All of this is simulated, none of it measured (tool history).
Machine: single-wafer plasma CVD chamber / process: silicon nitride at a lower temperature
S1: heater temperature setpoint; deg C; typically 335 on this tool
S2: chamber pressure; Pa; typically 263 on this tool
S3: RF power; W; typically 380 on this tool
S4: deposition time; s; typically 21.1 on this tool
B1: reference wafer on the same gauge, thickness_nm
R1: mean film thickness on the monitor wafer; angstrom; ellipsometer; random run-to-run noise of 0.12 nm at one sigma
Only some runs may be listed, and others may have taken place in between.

Run 1, hour 0: usual settings; B1 33.683. Result: R1 340.64 angstrom.
Run 2, hour 80.6: usual settings but S1 342 deg C, S4 24 s; B1 33.695. Result: R1 387.11 angstrom.
Run 3, hour 124.6: usual settings but S1 342 deg C, S4 24 s; B1 33.693. Result: R1 383.95 angstrom.
Run 4, hour 183.5: usual settings but S1 342 deg C, S4 24 s; B1 33.679. Result: R1 382.88 angstrom.
Run 5, hour 228.5: usual settings; B1 33.727. Result: R1 338.68 angstrom.
Run 6, hour 289.4: usual settings; B1 33.71. Result: R1 341.3 angstrom.
At hour 316.3: gauge calibrated.
Run 7, hour 392.4: usual settings; B1 33.701. Result: R1 339.96 angstrom.
At hour 416.2: thermocouple changed; heater temperature recalibrated.
Run 8, hour 453.3: usual settings but S2 233 Pa, S4 18.9 s; B1 33.715. Result: R1 298.56 angstrom.
At hour 513.1: capacitance manometer re-zeroed and calibrated.
At hour 535.7: showerhead replaced.
At hour 548.9: RF generator calibrated.
Run 9, hour 590.2: usual settings but S1 329 deg C, S2 229 Pa; B1 33.705. Result: R1 331.98 angstrom.
Run 10, hour 647.9: usual settings; B1 33.727. Result: R1 339.53 angstrom.
Run 11, hour 718.8: usual settings but S4 18 s; B1 33.686. Result: R1 288.5 angstrom.
Run 12, hour 742.9: usual settings but S1 340 deg C, S2 312 Pa, S4 24.5 s; B1 33.691. Result: R1 409.54 angstrom.
Run 13, hour 786: usual settings but S2 285 Pa; B1 33.685. Result: R1 345.01 angstrom.
Run 14, hour 843.1: usual settings but S4 17 s; B1 33.713. Result: R1 273.38 angstrom.

What if the next run were any one of these 3? Each begins from the tool's condition after run 14:
Run A, hour 843.5: usual settings but S1 341 deg C; B1 ?. Result: R1 ?.
Run B, hour 843.5: usual settings but S1 343 deg C, S2 233 Pa, S3 450 W, S4 19.8 s; B1 ?. Result: R1 ?.
Run C, hour 843.5: usual settings but S3 320 W, S4 17.4 s; B1 ?. Result: R1 ?.

run      B1      R1
  A  33.719  338.91
  B  33.719  334.65
  C  33.719  259.55
Stripped of hidden state, with their random variation kept, the same runs would have yielded:
run      R1
  A  338.91
  B  334.65
  C  259.55

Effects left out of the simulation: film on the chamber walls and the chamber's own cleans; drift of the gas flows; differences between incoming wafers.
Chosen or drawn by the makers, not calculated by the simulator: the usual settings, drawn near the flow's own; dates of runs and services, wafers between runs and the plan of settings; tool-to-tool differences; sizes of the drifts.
